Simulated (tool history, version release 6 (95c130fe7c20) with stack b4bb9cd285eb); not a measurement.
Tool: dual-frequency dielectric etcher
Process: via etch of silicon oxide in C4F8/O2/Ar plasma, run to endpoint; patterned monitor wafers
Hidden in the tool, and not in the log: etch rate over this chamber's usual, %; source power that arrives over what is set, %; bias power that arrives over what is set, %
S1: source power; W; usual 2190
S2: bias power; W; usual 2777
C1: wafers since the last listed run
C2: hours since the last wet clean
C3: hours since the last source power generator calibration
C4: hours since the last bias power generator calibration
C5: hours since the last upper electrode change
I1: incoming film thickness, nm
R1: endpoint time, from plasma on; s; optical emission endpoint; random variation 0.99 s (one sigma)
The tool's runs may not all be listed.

run	hour	S1	S2	C1	C2	C3	C4	C5	I1	R1
1	0.0	2190	2356	0	203.5	3113.2	1413.7	2061.2	1459.4	282.4
2	99.5	1870	2777	660	303.0	3212.7	1513.2	2160.7	1464.7	287.8
3	160.9	1870	2777	407	364.4	3274.1	1574.6	2222.1	1458.1	284.4
# hour 244.5: wet clean of the chamber
4	257.9	1870	2777	484	13.4	3371.1	1671.6	2319.1	1461.0	290.4
5	320.1	2190	2777	413	75.6	3433.3	1733.8	2381.3	1471.8	273.5
6	566.6	2190	2777	1637	322.1	3679.8	1980.3	2627.8	1451.4	263.6
# hour 681.5: wet clean of the chamber
7	682.0	2000	2777	607	0.5	3795.2	2095.7	2743.2	1450.3	283.4
8	968.4	2190	2777	1902	286.9	4081.6	2382.1	3029.6	1454.7	266.3
# hour 1033.9: upper electrode replaced
9	1034.4	2190	2777	278	352.9	4147.6	2448.1	0.5	1474.8	267.7
10	1121.8	2190	2777	580	440.3	4235.0	2535.5	87.9	1454.1	261.8
# hour 1137.0: source power generator calibrated
# hour 1181.4: wet clean of the chamber
11	1182.1	2190	2777	214	0.7	45.1	2595.8	148.2	1470.5	278.7
12	1230.9	2190	2777	324	49.5	93.9	2644.6	197.0	1453.8	271.9
13	1330.4	2190	2777	660	149.0	193.4	2744.1	296.5	1462.7	271.6
14	1438.2	2610	2992	716	256.8	301.2	2851.9	404.3	1472.4	247.9
# hour 1534.9: bias power generator calibrated
15	1544.2	2420	2343	677	362.8	407.2	9.3	510.3	1451.5	266.3
# hour 1607.0: wet clean of the chamber
16	1611.3	2610	2972	286	4.3	474.3	76.4	577.4	1457.5	249.7
17	1761.0	2190	2777	994	154.0	624.0	226.1	727.1	1453.8	270.4
18	1799.2	2550	2172	253	192.2	662.2	264.3	765.3	1461.4	270.3
19	1893.6	2190	2777	627	286.6	756.6	358.7	859.7	1453.5	266.8
20	1970.9	2370	2138	513	363.9	833.9	436.0	937.0	1463.3	276.9
# hour 2070.8: wet clean of the chamber
21	2071.6	2400	2094	509	0.8	934.6	536.7	1037.7	1473.0	283.5
22	2385.9	2480	2129	2087	315.1	1248.9	851.0	1352.0	1461.4	269.3
23	2427.0	2450	2777	273	356.2	1290.0	892.1	1393.1	1453.6	252.1
24	2491.9	2540	2777	431	421.1	1354.9	957.0	1458.0	1467.3	250.2

Hidden state at the last listed run before each entry between runs and at the first one after, where it differs:
Between runs 3 and 4: wet clean of the chamber (hour 244.5)
  etch rate over this chamber's usual, %: 2.76 -> 0.585
  measured less the result without the state, R1: -7.9 -> -1.7 s
Between runs 6 and 7: wet clean of the chamber (hour 681.5)
  etch rate over this chamber's usual, %: 3.48 -> 0.231
  measured less the result without the state, R1: -9.1 -> -0.7 s
Between runs 8 and 9: upper electrode replaced (hour 1033.9)
  etch rate over this chamber's usual, %: 2.92 -> 3.54
  measured less the result without the state, R1: -7.8 -> -9.4 s
Between runs 10 and 11: source power generator calibrated (hour 1137.0); wet clean of the chamber (hour 1181.4)
  etch rate over this chamber's usual, %: 4.36 -> -0.295
  measured less the result without the state, R1: -11.4 -> +0.8 s
Between runs 14 and 15: bias power generator calibrated (hour 1534.9)
  etch rate over this chamber's usual, %: 2.11 -> 3.1
  measured less the result without the state, R1: -5.2 -> -8.2 s
Between runs 15 and 16: wet clean of the chamber (hour 1607.0)
  etch rate over this chamber's usual, %: 3.1 -> -0.0908
  measured less the result without the state, R1: -8.2 -> +0.2 s
Between runs 20 and 21: wet clean of the chamber (hour 2070.8)
  etch rate over this chamber's usual, %: 3.29 -> 0.725
  measured less the result without the state, R1: -9.1 -> -2.1 s

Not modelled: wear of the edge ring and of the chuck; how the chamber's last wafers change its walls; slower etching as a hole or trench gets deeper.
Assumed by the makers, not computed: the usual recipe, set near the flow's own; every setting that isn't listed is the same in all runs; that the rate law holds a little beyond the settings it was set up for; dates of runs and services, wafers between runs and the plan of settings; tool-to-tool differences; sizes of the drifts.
